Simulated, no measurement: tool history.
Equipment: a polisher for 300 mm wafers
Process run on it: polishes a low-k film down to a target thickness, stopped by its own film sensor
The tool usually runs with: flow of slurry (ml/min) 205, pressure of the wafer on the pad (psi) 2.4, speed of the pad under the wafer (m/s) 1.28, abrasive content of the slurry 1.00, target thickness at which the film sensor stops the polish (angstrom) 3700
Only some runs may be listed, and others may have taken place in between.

run	hour	flow of slurry (ml/min)	pressure of the wafer on the pad (psi)	speed of the pad under the wafer (m/s)	abrasive content of the slurry	target thickness at which the film sensor stops the polish (angstrom)	wafers since the last listed run	wafers polished on this pad	hours since the slurry nozzle was cleaned	hours since the head pressure was calibrated	hours since the slurry blender was calibrated	hours since the conditioning disc was replaced	incoming thickness of the incoming film, nm	time until the film sensor stopped the polish (s)
1	0.0	140	1.8	0.90	1.00	3530	0	564	96.3	96.9	92.3	134.0	436.5	246.2
2	7.2	205	3.1	1.02	1.00	3700	84	649	103.5	104.1	99.5	141.2	425.4	90.5
3	35.9	260	2.4	1.60	0.75	3530	335	985	132.2	132.8	128.2	169.9	434.2	141.9
4	50.0	205	2.4	1.28	1.00	3700	165	1150	146.3	146.9	142.3	184.0	427.0	98.7
5	65.0	205	2.4	1.28	1.00	3700	175	1325	161.3	161.9	157.3	199.0	424.4	97.6
# hour 73.4: worn pad replaced by a new one
6	73.9	205	2.4	1.28	0.85	3700	57	5	170.2	170.8	166.2	207.9	431.8	120.0
# hour 88.3: slurry nozzle cleaned
7	89.6	205	2.4	1.10	1.00	3700	172	177	1.3	186.5	181.9	223.6	426.8	108.3
8	98.9	205	2.4	0.88	1.00	3580	108	286	10.6	195.8	191.2	232.9	430.3	163.9
9	105.2	205	2.4	1.28	1.00	3700	73	360	16.9	202.1	197.5	239.2	438.3	113.9
10	120.3	205	2.9	1.50	0.75	3820	176	537	32.0	217.2	212.6	254.3	432.1	81.5
11	128.0	205	2.4	1.70	1.00	3700	90	627	39.7	224.9	220.3	262.0	429.9	78.9
12	137.1	205	2.4	1.28	0.75	3700	106	733	48.8	234.0	229.4	271.1	428.5	124.2
# hour 144.4: slurry blender recalibrated
13	144.9	270	2.4	1.28	1.30	3880	67	801	56.6	241.8	0.5	278.9	437.6	68.4
14	153.4	205	2.4	1.28	0.90	3700	99	901	65.1	250.3	9.0	287.4	427.2	108.9
15	163.8	255	2.2	1.28	1.20	3700	121	1023	75.5	260.7	19.4	297.8	428.8	94.1
16	178.4	140	2.4	1.28	1.00	3700	170	1193	90.1	275.3	34.0	312.4	427.9	101.8
# hour 184.5: worn pad replaced by a new one
17	189.2	205	2.4	1.54	1.00	3700	79	54	100.9	286.1	44.8	323.2	421.5	76.2
18	205.3	145	2.4	1.16	1.00	3700	188	243	117.0	302.2	60.9	339.3	429.3	116.6
19	213.0	205	2.4	0.96	1.20	3700	90	333	124.7	309.9	68.6	347.0	429.7	117.2
20	227.9	205	3.2	1.52	1.00	3610	174	507	139.6	324.8	83.5	361.9	427.9	79.0
21	239.1	205	2.4	1.28	1.00	3700	131	638	150.8	336.0	94.7	373.1	430.3	106.7
22	245.6	205	2.4	1.28	1.00	3700	76	715	157.3	342.5	101.2	379.6	423.5	95.0

Estimate the outcome of run 23 from the log above:
23	253.2	205	2.9	1.02	1.00	3700	88	804	164.9	350.1	108.8	387.2	425.4	?

{"run 23": {"time until the film sensor stopped the polish (s)": 100.2}}
Minus the tool's unlogged condition, the same run would have read time until the film sensor stopped the polish (s) 92.1.
